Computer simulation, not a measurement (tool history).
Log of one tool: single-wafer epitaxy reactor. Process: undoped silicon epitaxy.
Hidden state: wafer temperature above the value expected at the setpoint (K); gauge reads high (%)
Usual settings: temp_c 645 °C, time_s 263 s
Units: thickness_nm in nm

run,hour,temp_c,time_s,wafers since the last listed run,hours since the last pyrometer calibration,hours since the gauge calibration,"read-back reference wafer on the same gauge, thickness_nm",thickness_nm
1,0,645,263,0,882.9,164.5,45.066,34.601
2,14.3,645,263,126,897.2,178.8,45.068,34.612
3,54.9,645,263,360,937.8,219.4,45.098,34.197
4,62,645,263,62,944.9,226.5,45.12,34.499
5,72.4,645,263,92,955.3,236.9,45.078,34.576
# hour 80: gauge calibrated
6,87.6,651,242,134,970.5,7.6,45.058,36.653
7,100.2,645,263,111,983.1,20.2,45.078,33.874
8,114.9,645,263,130,997.8,34.9,45.026,34.237
# hour 132.7: pyrometer calibrated
9,133.2,660,236,91,0.5,53.2,45.075,48.132
10,145.1,649,229,105,12.4,65.1,45.063,36.237
11,155.3,659,263,90,22.6,75.3,45.136,52.431
12,162.9,658,263,67,30.2,82.9,45.087,50.877

Forecast run 13:
13,173,635,218,89,40.3,93,?,?

Run 13 gave read-back reference wafer on the same gauge, thickness_nm 45.172, thickness_nm 24.318 nm.
Without the tool's hidden state the same run would have given thickness_nm 24.542 nm.

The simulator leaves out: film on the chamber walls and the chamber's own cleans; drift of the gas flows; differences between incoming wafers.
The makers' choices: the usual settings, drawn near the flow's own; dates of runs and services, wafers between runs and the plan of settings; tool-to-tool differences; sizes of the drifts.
